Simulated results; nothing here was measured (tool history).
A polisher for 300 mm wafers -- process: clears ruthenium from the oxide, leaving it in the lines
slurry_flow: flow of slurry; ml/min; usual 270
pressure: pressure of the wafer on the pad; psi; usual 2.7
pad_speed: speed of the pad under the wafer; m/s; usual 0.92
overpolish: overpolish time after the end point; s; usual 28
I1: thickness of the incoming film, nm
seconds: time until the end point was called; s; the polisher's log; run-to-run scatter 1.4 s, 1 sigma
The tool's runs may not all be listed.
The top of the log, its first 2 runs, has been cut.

{"run": 3, "hour": 29.8, "slurry_flow": 270, "pressure": 3.3, "pad_speed": 0.92, "overpolish": 28, "I1": 119.1, "seconds": 62.4}
{"run": 4, "hour": 55.2, "slurry_flow": 270, "pressure": 3.3, "pad_speed": 0.92, "overpolish": 28, "I1": 121.0, "seconds": 65.1}
{"run": 5, "hour": 146.0, "slurry_flow": 270, "pressure": 3.3, "pad_speed": 0.92, "overpolish": 28, "I1": 120.7, "seconds": 63.6}
{"run": 6, "hour": 158.2, "slurry_flow": 270, "pressure": 2.7, "pad_speed": 0.92, "overpolish": 28, "I1": 121.2, "seconds": 79.6}
{"hour": 193.8, "done": "worn pad replaced by a new one"}
{"run": 7, "hour": 226.8, "slurry_flow": 270, "pressure": 2.7, "pad_speed": 0.92, "overpolish": 28, "I1": 120.9, "seconds": 79.1}
{"hour": 254.0, "done": "slurry nozzle cleaned"}
{"run": 8, "hour": 302.9, "slurry_flow": 270, "pressure": 2.7, "pad_speed": 0.92, "overpolish": 28, "I1": 119.7, "seconds": 76.7}
{"run": 9, "hour": 330.4, "slurry_flow": 270, "pressure": 3.1, "pad_speed": 0.92, "overpolish": 28, "I1": 120.8, "seconds": 67.1}
{"run": 10, "hour": 354.6, "slurry_flow": 270, "pressure": 3.1, "pad_speed": 0.92, "overpolish": 28, "I1": 119.5, "seconds": 66.9}
{"run": 11, "hour": 387.9, "slurry_flow": 270, "pressure": 3.1, "pad_speed": 0.92, "overpolish": 28, "I1": 120.1, "seconds": 64.8}
{"hour": 405.1, "done": "worn pad replaced by a new one"}
{"run": 12, "hour": 414.2, "slurry_flow": 270, "pressure": 2.7, "pad_speed": 0.92, "overpolish": 28, "I1": 119.6, "seconds": 77.3}
{"run": 13, "hour": 437.1, "slurry_flow": 270, "pressure": 2.7, "pad_speed": 0.92, "overpolish": 28, "I1": 120.6, "seconds": 79.7}
{"run": 14, "hour": 453.9, "slurry_flow": 270, "pressure": 2.7, "pad_speed": 0.92, "overpolish": 28, "I1": 120.0, "seconds": 79.1}
{"run": 15, "hour": 482.5, "slurry_flow": 270, "pressure": 2.7, "pad_speed": 0.92, "overpolish": 41, "I1": 118.8, "seconds": 75.9}
{"run": 16, "hour": 584.6, "slurry_flow": 270, "pressure": 2.7, "pad_speed": 0.92, "overpolish": 28, "I1": 117.8, "seconds": 75.1}
{"run": 17, "hour": 608.7, "slurry_flow": 295, "pressure": 3.3, "pad_speed": 1.02, "overpolish": 15, "I1": 120.5, "seconds": 57.0}
{"hour": 633.3, "done": "worn pad replaced by a new one"}
{"run": 18, "hour": 633.8, "slurry_flow": 310, "pressure": 2.7, "pad_speed": 0.64, "overpolish": 42, "I1": 120.5, "seconds": 110.0}
{"run": 19, "hour": 661.6, "slurry_flow": 270, "pressure": 2.7, "pad_speed": 0.92, "overpolish": 28, "I1": 120.4, "seconds": 76.6}
{"run": 20, "hour": 678.9, "slurry_flow": 270, "pressure": 2.7, "pad_speed": 0.92, "overpolish": 28, "I1": 120.0, "seconds": 77.9}

The next listed run, before its measurement:
{"hour": 681.1, "done": "head pressure recalibrated"}
{"run": 21, "hour": 720.8, "slurry_flow": 295, "pressure": 3.3, "pad_speed": 1.02, "overpolish": 15, "I1": 119.9, "seconds": "?"}

seconds: 57.6 s
Minus the tool's unlogged condition, the same run would have read seconds 57.6 s.
